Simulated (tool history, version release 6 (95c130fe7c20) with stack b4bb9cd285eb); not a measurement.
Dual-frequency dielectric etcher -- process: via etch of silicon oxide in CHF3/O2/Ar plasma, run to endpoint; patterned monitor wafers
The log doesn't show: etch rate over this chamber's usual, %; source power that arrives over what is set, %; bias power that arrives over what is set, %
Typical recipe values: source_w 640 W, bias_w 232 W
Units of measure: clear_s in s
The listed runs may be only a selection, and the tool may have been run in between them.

run,day,source_w,bias_w,wafers since the last listed run,hours since the last wet clean,hours since the last source power generator calibration,hours since the last bias power generator calibration,hours since the last upper electrode change,"incoming incoming film thickness, nm",clear_s
1,0.000,640,232,0,175.8,472.1,4065.5,2670.2,627.4,284.0
2,3.250,640,232,510,253.8,550.1,4143.5,2748.2,628.7,286.1
3,5.921,640,259,419,317.9,614.2,4207.6,2812.3,631.2,277.6
4,8.617,640,259,423,382.6,678.9,4272.3,2877.0,625.5,276.0
# day 18.075: wet clean of the chamber
5,18.096,640,232,1331,0.5,906.4,4499.8,3104.5,627.5,288.1
6,21.346,640,232,510,78.5,984.4,4577.8,3182.5,633.7,290.6
7,23.925,640,232,404,140.4,1046.3,4639.7,3244.4,629.4,286.4
8,26.846,640,232,458,210.5,1116.4,4709.8,3314.5,636.1,288.5
9,29.808,640,232,465,281.6,1187.5,4780.9,3385.6,630.0,286.5
10,33.217,640,232,535,363.4,1269.3,4862.7,3467.4,634.6,289.6
11,36.800,640,232,562,449.4,1355.3,4948.7,3553.4,629.6,286.4
# day 37.496: bias power generator calibrated
12,38.954,640,258,312,501.1,1407.0,35.0,3605.1,623.5,273.3
# day 40.525: wet clean of the chamber
13,41.221,640,258,198,16.7,1461.4,89.4,3659.5,633.2,279.0
14,42.725,640,232,236,52.8,1497.5,125.5,3695.6,629.4,288.5
15,44.383,640,232,260,92.6,1537.3,165.3,3735.4,631.3,289.2
16,47.525,640,232,493,168.0,1612.7,240.7,3810.8,635.2,289.3
17,51.050,640,232,553,252.6,1697.3,325.3,3895.4,633.9,285.7
18,52.762,640,232,268,293.7,1738.4,366.4,3936.5,629.2,287.7
19,54.558,640,232,281,336.8,1781.5,409.5,3979.6,629.9,288.7
# day 60.475: wet clean of the chamber
20,63.079,760,210,1180,62.5,1986.0,614.0,4184.1,635.7,285.8
# day 66.533: source power generator calibrated
21,67.046,760,279,596,157.7,12.3,709.2,4279.3,630.2,256.6
22,69.292,750,270,352,211.6,66.2,763.1,4333.2,630.1,262.8
23,73.283,530,259,626,307.4,162.0,858.9,4429.0,632.3,290.7
24,76.783,750,260,549,391.4,246.0,942.9,4513.0,639.2,271.0
# day 81.500: upper electrode replaced
25,81.521,640,232,586,505.1,359.7,1056.6,0.5,633.0,287.0
26,83.196,580,249,262,545.3,399.9,1096.8,40.7,639.4,292.6
# day 85.833: wet clean of the chamber
27,85.854,640,232,260,0.5,463.7,1160.6,104.5,640.0,293.4
28,88.112,740,213,354,54.7,517.9,1214.8,158.7,629.7,283.9
29,92.117,770,186,628,150.8,614.0,1310.9,254.8,628.8,294.6
30,95.067,640,232,463,221.6,684.8,1381.7,325.6,641.0,290.9
31,99.346,580,215,671,324.3,787.5,1484.4,428.3,630.1,298.3
32,103.125,640,232,593,415.0,878.2,1575.1,519.0,640.9,293.9
33,105.033,580,189,299,460.8,924.0,1620.9,564.8,633.2,318.0
# day 106.400: wet clean of the chamber
34,108.329,590,176,360,46.3,1003.1,1700.0,643.9,630.5,319.8
35,111.217,640,232,453,115.6,1072.4,1769.3,713.2,635.4,289.1

Give the tool's hidden conditions for every run:
etch rate over this chamber's usual, %: 0 across all the runs
source power that arrives over what is set, %: 0 across all the runs
bias power that arrives over what is set, %: 0 across all the runs
